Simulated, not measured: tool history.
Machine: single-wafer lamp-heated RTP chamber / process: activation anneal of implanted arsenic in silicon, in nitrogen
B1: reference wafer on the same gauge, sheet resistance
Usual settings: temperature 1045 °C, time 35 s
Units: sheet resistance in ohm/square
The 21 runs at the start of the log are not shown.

{"run": 22, "hour": 658.9, "temperature": 1045, "time": 45, "B1": 192.99, "sheet resistance": 167.08}
{"hour": 704.9, "done": "pyrometer window cleaned and pyrometer calibrated"}
{"run": 23, "hour": 764.1, "temperature": 1061, "time": 48, "B1": 192.96, "sheet resistance": 163.53}
{"run": 24, "hour": 793.6, "temperature": 1045, "time": 35, "B1": 193.27, "sheet resistance": 172.89}
{"run": 25, "hour": 828.5, "temperature": 1017, "time": 41, "B1": 193.14, "sheet resistance": 178.34}
{"run": 26, "hour": 861.0, "temperature": 1016, "time": 27, "B1": 193.11, "sheet resistance": 184.78}
{"run": 27, "hour": 883.3, "temperature": 1017, "time": 52, "B1": 193.14, "sheet resistance": 174.7}
{"run": 28, "hour": 898.1, "temperature": 1045, "time": 45, "B1": 192.85, "sheet resistance": 167.42}
{"run": 29, "hour": 913.6, "temperature": 1015, "time": 18, "B1": 192.97, "sheet resistance": 190.37}
{"hour": 939.4, "done": "reflector plate cleaned"}
{"run": 30, "hour": 939.9, "temperature": 1018, "time": 43, "B1": 192.88, "sheet resistance": 175.08}
{"hour": 953.5, "done": "pyrometer window cleaned and pyrometer calibrated"}
{"run": 31, "hour": 963.3, "temperature": 1045, "time": 35, "B1": 192.81, "sheet resistance": 173.6}
{"run": 32, "hour": 978.9, "temperature": 1036, "time": 29, "B1": 193.23, "sheet resistance": 178.13}
{"run": 33, "hour": 1001.1, "temperature": 1015, "time": 22, "B1": 192.91, "sheet resistance": 189.97}
{"run": 34, "hour": 1034.9, "temperature": 1061, "time": 46, "B1": 193.09, "sheet resistance": 164.31}
{"run": 35, "hour": 1061.3, "temperature": 1024, "time": 19, "B1": 193.12, "sheet resistance": 187.78}
{"run": 36, "hour": 1077.6, "temperature": 1062, "time": 35, "B1": 192.84, "sheet resistance": 166.58}

Here are 4 independent what-if runs from the current tool condition. What would each one return?
{"run": "A", "hour": 1078.0, "temperature": 1045, "time": 35, "B1": "?", "sheet resistance": "?"}
{"run": "B", "hour": 1078.0, "temperature": 1073, "time": 50, "B1": "?", "sheet resistance": "?"}
{"run": "C", "hour": 1078.0, "temperature": 1045, "time": 49, "B1": "?", "sheet resistance": "?"}
{"run": "D", "hour": 1078.0, "temperature": 1065, "time": 22, "B1": "?", "sheet resistance": "?"}

run=A B1=192.96 sheet_resistance=171.91
run=B B1=192.96 sheet_resistance=159.21
run=C B1=192.96 sheet_resistance=167.32
run=D B1=192.96 sheet_resistance=172.23
Take away the tool's hidden state, keep each run's random variation, and the runs would have read:
run=A sheet_resistance=172.95
run=B sheet_resistance=160.09
run=C sheet_resistance=168.31
run=D sheet_resistance=173.25

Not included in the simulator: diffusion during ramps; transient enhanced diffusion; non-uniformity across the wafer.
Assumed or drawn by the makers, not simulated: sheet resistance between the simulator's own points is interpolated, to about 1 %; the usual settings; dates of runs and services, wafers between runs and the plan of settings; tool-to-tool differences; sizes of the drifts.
